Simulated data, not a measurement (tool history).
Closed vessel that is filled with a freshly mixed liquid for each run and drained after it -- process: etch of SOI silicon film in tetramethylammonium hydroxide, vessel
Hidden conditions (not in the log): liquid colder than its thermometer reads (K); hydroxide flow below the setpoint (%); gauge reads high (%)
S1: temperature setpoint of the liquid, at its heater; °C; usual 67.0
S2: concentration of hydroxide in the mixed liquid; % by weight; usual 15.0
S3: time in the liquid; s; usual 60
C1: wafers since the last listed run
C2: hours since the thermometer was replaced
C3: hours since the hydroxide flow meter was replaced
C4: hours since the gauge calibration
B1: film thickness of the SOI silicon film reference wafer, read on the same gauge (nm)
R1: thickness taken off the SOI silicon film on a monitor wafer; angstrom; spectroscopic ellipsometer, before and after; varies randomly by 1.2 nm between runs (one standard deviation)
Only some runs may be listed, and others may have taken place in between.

run	hour	S1	S2	S3	C1	C2	C3	C4	B1	R1
1	0.0	67.0	15.0	60	0	159.7	1558.6	463.3	119.99	2497.3
2	54.5	67.0	15.0	60	4068	214.2	1613.1	517.8	120.00	2456.7
3	110.4	67.0	15.0	60	4173	270.1	1669.0	573.7	119.99	2464.3
4	136.0	61.0	15.0	60	1911	295.7	1694.6	599.3	119.99	1684.4
5	200.1	61.0	15.0	60	4785	359.8	1758.7	663.4	120.00	1685.0
6	233.1	65.5	15.0	60	2463	392.8	1791.7	696.4	120.02	2224.7
7	297.0	65.5	15.0	60	4770	456.7	1855.6	760.3	120.01	2192.4
# hour 311.6: thermometer replaced
8	368.1	67.0	15.0	60	5233	56.5	1926.7	831.4	120.00	2319.3
9	406.0	67.0	15.0	60	2829	94.4	1964.6	869.3	120.02	2274.3
10	470.7	67.0	16.0	40	4830	159.1	2029.3	934.0	120.00	1461.6
11	511.4	61.5	15.0	60	3038	199.8	2070.0	974.7	119.99	1602.2
# hour 537.0: gauge calibrated
12	554.7	67.0	12.0	80	3232	243.1	2113.3	17.7	119.98	3322.3
# hour 587.1: thermometer replaced, repeated, since the last time left the tool worse
13	708.7	71.5	17.0	60	11422	121.6	2267.3	171.7	119.98	3149.5
14	765.6	67.0	10.5	50	4247	178.5	2324.2	228.6	120.01	2439.5
15	820.3	71.0	15.0	60	4083	233.2	2378.9	283.3	119.99	3161.4
16	863.0	67.0	15.0	60	3187	275.9	2421.6	326.0	120.00	2470.3
17	888.7	67.0	15.0	60	1918	301.6	2447.3	351.7	120.00	2467.0
# hour 896.9: hydroxide flow meter replaced
18	937.5	73.0	17.5	60	3568	350.4	40.6	400.5	120.01	3304.4
19	986.2	67.0	17.0	85	3635	399.1	89.3	449.2	120.03	3339.1
20	1041.2	67.0	15.0	60	4106	454.1	144.3	504.2	120.00	2430.3

What will run 21 give?
# hour 1048.9: thermometer replaced
21	1077.9	67.0	15.0	60	2665	29.0	181.0	540.9	?	?

Logged for run 21: B1 120.01, R1 2552.1 angstrom.
Had the tool carried no hidden state, the very same run would have given R1 2561.3 angstrom.

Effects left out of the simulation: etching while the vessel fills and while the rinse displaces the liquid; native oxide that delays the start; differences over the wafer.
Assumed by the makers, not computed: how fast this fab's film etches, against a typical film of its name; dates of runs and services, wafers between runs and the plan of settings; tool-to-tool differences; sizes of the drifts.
